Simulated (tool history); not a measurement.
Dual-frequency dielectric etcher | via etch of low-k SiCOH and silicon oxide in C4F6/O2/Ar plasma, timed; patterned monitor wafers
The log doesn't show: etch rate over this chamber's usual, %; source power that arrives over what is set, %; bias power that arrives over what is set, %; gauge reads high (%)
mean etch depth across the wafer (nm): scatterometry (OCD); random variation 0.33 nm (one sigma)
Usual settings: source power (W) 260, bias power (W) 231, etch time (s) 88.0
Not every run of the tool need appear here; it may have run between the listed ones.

run   hour  source power (W)  bias power (W)  etch time (s)  wafers since the last listed run  hours since the last wet clean  hours since the last source power generator calibration  hours since the last bias power generator calibration  hours since the last upper electrode change  hours since the gauge calibration  read-back reference wafer on the same gauge, depth_nm  mean etch depth across the wafer (nm)
  1    0.0               230             231           88.0                                 0                            25.7                                                      0.5                                                 4626.6                                       3265.0                              817.4                                                  266.0                                  212.8
       6.4  -- gauge calibrated
  2   22.5               260             231           88.0                               203                            48.2                                                     23.0                                                 4649.1                                       3287.5                               16.1                                                  266.0                                  223.0
  3   55.4               260             231           88.0                               298                            81.1                                                     55.9                                                 4682.0                                       3320.4                               49.0                                                  266.0                                  223.0
  4   78.8               260             231           88.0                               212                           104.5                                                     79.3                                                 4705.4                                       3343.8                               72.4                                                  266.1                                  223.8
     101.1  -- bias power generator calibrated
  5  101.6               260             231           88.0                               170                           127.3                                                    102.1                                                    0.5                                       3366.6                               95.2                                                  266.1                                  223.3
  6  129.3               260             231           88.0                               251                           155.0                                                    129.8                                                   28.2                                       3394.3                              122.9                                                  266.0                                  223.7
     171.6  -- upper electrode replaced
  7  172.1               260             231           88.0                               170                           197.8                                                    172.6                                                   71.0                                          0.5                              165.7                                                  266.0                                  224.6
  8  194.2               260             231           88.0                               200                           219.9                                                    194.7                                                   93.1                                         22.6                              187.8                                                  266.2                                  224.7
  9  209.7               260             231           88.0                               140                           235.4                                                    210.2                                                  108.6                                         38.1                              203.3                                                  266.1                                  225.3
 10  225.1               260             255           88.0                               139                           250.8                                                    225.6                                                  124.0                                         53.5                              218.7                                                  266.0                                  234.8
 11  249.9               260             216           88.0                               224                           275.6                                                    250.4                                                  148.8                                         78.3                              243.5                                                  266.0                                  219.2
     284.3  -- wet clean of the chamber
 12  284.8               260             249           88.0                                98                             0.5                                                    285.3                                                  183.7                                        113.2                              278.4                                                  265.9                                  230.0
 13  287.4               260             231           88.0                                23                             3.1                                                    287.9                                                  186.3                                        115.8                              281.0                                                  265.9                                  223.1
 14  305.4               260             192           79.0                               163                            21.1                                                    305.9                                                  204.3                                        133.8                              299.0                                                  266.0                                  186.5
 15  321.7               230             251          110.5                               147                            37.4                                                    322.2                                                  220.6                                        150.1                              315.3                                                  266.0                                  277.5
 16  345.2               220             273           67.5                               213                            60.9                                                    345.7                                                  244.1                                        173.6                              338.8                                                  266.0                                  172.0
 17  362.6               260             205          101.0                               157                            78.3                                                    363.1                                                  261.5                                        191.0                              356.2                                                  265.9                                  245.6
 18  377.3               260             231           88.0                               133                            93.0                                                    377.8                                                  276.2                                        205.7                              370.9                                                  266.0                                  223.5
 19  394.0               240             186           68.5                               151                           109.7                                                    394.5                                                  292.9                                        222.4                              387.6                                                  265.9                                  155.1
 20  413.5               240             231           88.0                               176                           129.2                                                    414.0                                                  312.4                                        241.9                              407.1                                                  265.9                                  217.7
 21  433.7               260             202           88.0                               183                           149.4                                                    434.2                                                  332.6                                        262.1                              427.3                                                  266.0                                  213.1
 22  461.1               260             277           97.0                               248                           176.8                                                    461.6                                                  360.0                                        289.5                              454.7                                                  266.0                                  265.9
 23  495.2               210             231           88.0                               309                           210.9                                                    495.7                                                  394.1                                        323.6                              488.8                                                  266.0                                  207.8
 24  523.1               210             196          107.5                               252                           238.8                                                    523.6                                                  422.0                                        351.5                              516.7                                                  265.9                                  237.8
 25  558.4               260             274           88.0                               319                           274.1                                                    558.9                                                  457.3                                        386.8                              552.0                                                  265.9                                  241.1
 26  586.6               240             231          102.0                               255                           302.3                                                    587.1                                                  485.5                                        415.0                              580.2                                                  266.0                                  254.6
     616.1  -- wet clean of the chamber
 27  616.6               240             188           73.0                                54                             0.5                                                    617.1                                                  515.5                                        445.0                              610.2                                                  266.0                                  166.1
 28  627.1               260             231           88.0                                95                            11.0                                                    627.6                                                  526.0                                        455.5                              620.7                                                  266.0                                  223.3
 29  646.9               320             213          102.0                               179                            30.8                                                    647.4                                                  545.8                                        475.3                              640.5                                                  266.0                                  271.6

Hidden state, per run?
bias power that arrives over what is set, %: 0 at every run
gauge reads high (%): 0 at every run
H1: etch rate over this chamber's usual, %
H2: source power that arrives over what is set, %
run       H1       H2
  1   0.0817    -0.55
  2    0.169   -0.516
  3    0.297   -0.468
  4    0.388   -0.433
  5    0.477   -0.399
  6    0.585   -0.358
  7    0.752   -0.295
  8    0.838   -0.263
  9    0.898    -0.24
 10    0.958   -0.217
 11     1.05    -0.18
 12   -0.036   -0.129
 13  -0.0259   -0.125
 14   0.0442  -0.0982
 15    0.108  -0.0741
 16    0.199  -0.0394
 17    0.267  -0.0136
 18    0.324  0.00809
 19    0.389   0.0328
 20    0.465   0.0616
 21    0.544   0.0915
 22     0.65    0.132
 23    0.783    0.182
 24    0.892    0.224
 25     1.03    0.276
 26     1.14    0.317
 27   0.0497    0.362
 28   0.0906    0.377
 29    0.168    0.407
